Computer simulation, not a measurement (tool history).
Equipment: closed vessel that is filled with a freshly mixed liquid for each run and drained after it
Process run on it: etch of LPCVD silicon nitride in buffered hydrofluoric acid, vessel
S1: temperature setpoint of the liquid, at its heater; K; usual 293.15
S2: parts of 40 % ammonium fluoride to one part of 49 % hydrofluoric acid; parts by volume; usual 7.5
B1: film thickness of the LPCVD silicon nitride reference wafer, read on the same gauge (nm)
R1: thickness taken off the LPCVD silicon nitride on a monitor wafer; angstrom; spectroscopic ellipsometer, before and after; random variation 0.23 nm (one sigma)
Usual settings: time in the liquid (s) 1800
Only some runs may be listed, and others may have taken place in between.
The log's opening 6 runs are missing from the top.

Run 7, hour 138.4: usual settings but time in the liquid (s) 2575; B1 30. Result: R1 290.4 angstrom.
Run 8, hour 154.8: usual settings but time in the liquid (s) 2575; B1 29.99. Result: R1 292 angstrom.
At hour 159.9: hydrofluoric acid flow meter replaced.
Run 9, hour 178.3: usual settings; B1 29.99. Result: R1 231.7 angstrom.
Run 10, hour 193.6: usual settings; B1 30.01. Result: R1 234.6 angstrom.
Run 11, hour 219.6: usual settings; B1 30.01. Result: R1 229.8 angstrom.
Run 12, hour 253.3: usual settings but S1 294.65 K, S2 6 parts by volume; B1 29.97. Result: R1 311.9 angstrom.
Run 13, hour 289.1: usual settings but S1 295.65 K; B1 30. Result: R1 266.1 angstrom.
Run 14, hour 319.9: usual settings but S1 295.65 K; B1 30.01. Result: R1 265.7 angstrom.
Run 15, hour 348: usual settings; B1 30.02. Result: R1 232.3 angstrom.
Run 16, hour 371.5: usual settings but S1 290.15 K, time in the liquid (s) 1085; B1 29.99. Result: R1 118 angstrom.
Run 17, hour 387: usual settings but S2 9 parts by volume; B1 30.03. Result: R1 193.1 angstrom.
Run 18, hour 420.5: usual settings but S1 294.65 K, S2 9.5 parts by volume; B1 30.04. Result: R1 203.9 angstrom.
Run 19, hour 444.3: usual settings; B1 29.99. Result: R1 224.1 angstrom.
Run 20, hour 463.1: usual settings but S1 296.65 K, S2 10 parts by volume, time in the liquid (s) 1240; B1 29.99. Result: R1 147.6 angstrom.
Run 21, hour 482.1: usual settings but S1 298.15 K; B1 30.01. Result: R1 298.5 angstrom.
Run 22, hour 508.6: usual settings but S1 295.65 K, S2 5.5 parts by volume; B1 30. Result: R1 351.6 angstrom.
At hour 528: gauge calibrated.
Run 23, hour 543.5: usual settings; B1 30. Result: R1 229.9 angstrom.
Run 24, hour 575.9: usual settings but S2 8.5 parts by volume; B1 30.01. Result: R1 198.9 angstrom.
At hour 578.5: thermometer replaced.
Run 25, hour 598.4: usual settings but S1 291.65 K, S2 10.5 parts by volume, time in the liquid (s) 2250; B1 29.99. Result: R1 195.9 angstrom.
Run 26, hour 622.5: usual settings but S1 290.65 K, time in the liquid (s) 860; B1 30.02. Result: R1 94.1 angstrom.
Run 27, hour 641.3: usual settings; B1 30.02. Result: R1 225.6 angstrom.
Run 28, hour 657.4: usual settings but time in the liquid (s) 1175; B1 30.01. Result: R1 146.8 angstrom.
Run 29, hour 732.4: usual settings but S1 296.65 K, S2 6 parts by volume, time in the liquid (s) 1165; B1 29.97. Result: R1 217.8 angstrom.
Run 30, hour 756.2: usual settings but S1 291.65 K, S2 5.5 parts by volume, time in the liquid (s) 2555; B1 29.99. Result: R1 392.7 angstrom.

Run 31 comes next. What will it give?
Run 31, hour 768.5: usual settings but S1 290.15 K, time in the liquid (s) 1085; B1 ?. Result: R1 ?.

Run 31 came out at B1 30.02, R1 114.5 angstrom.
Were there no unlogged condition in the tool, this run, its random variation unchanged, would have produced R1 121.4 angstrom.
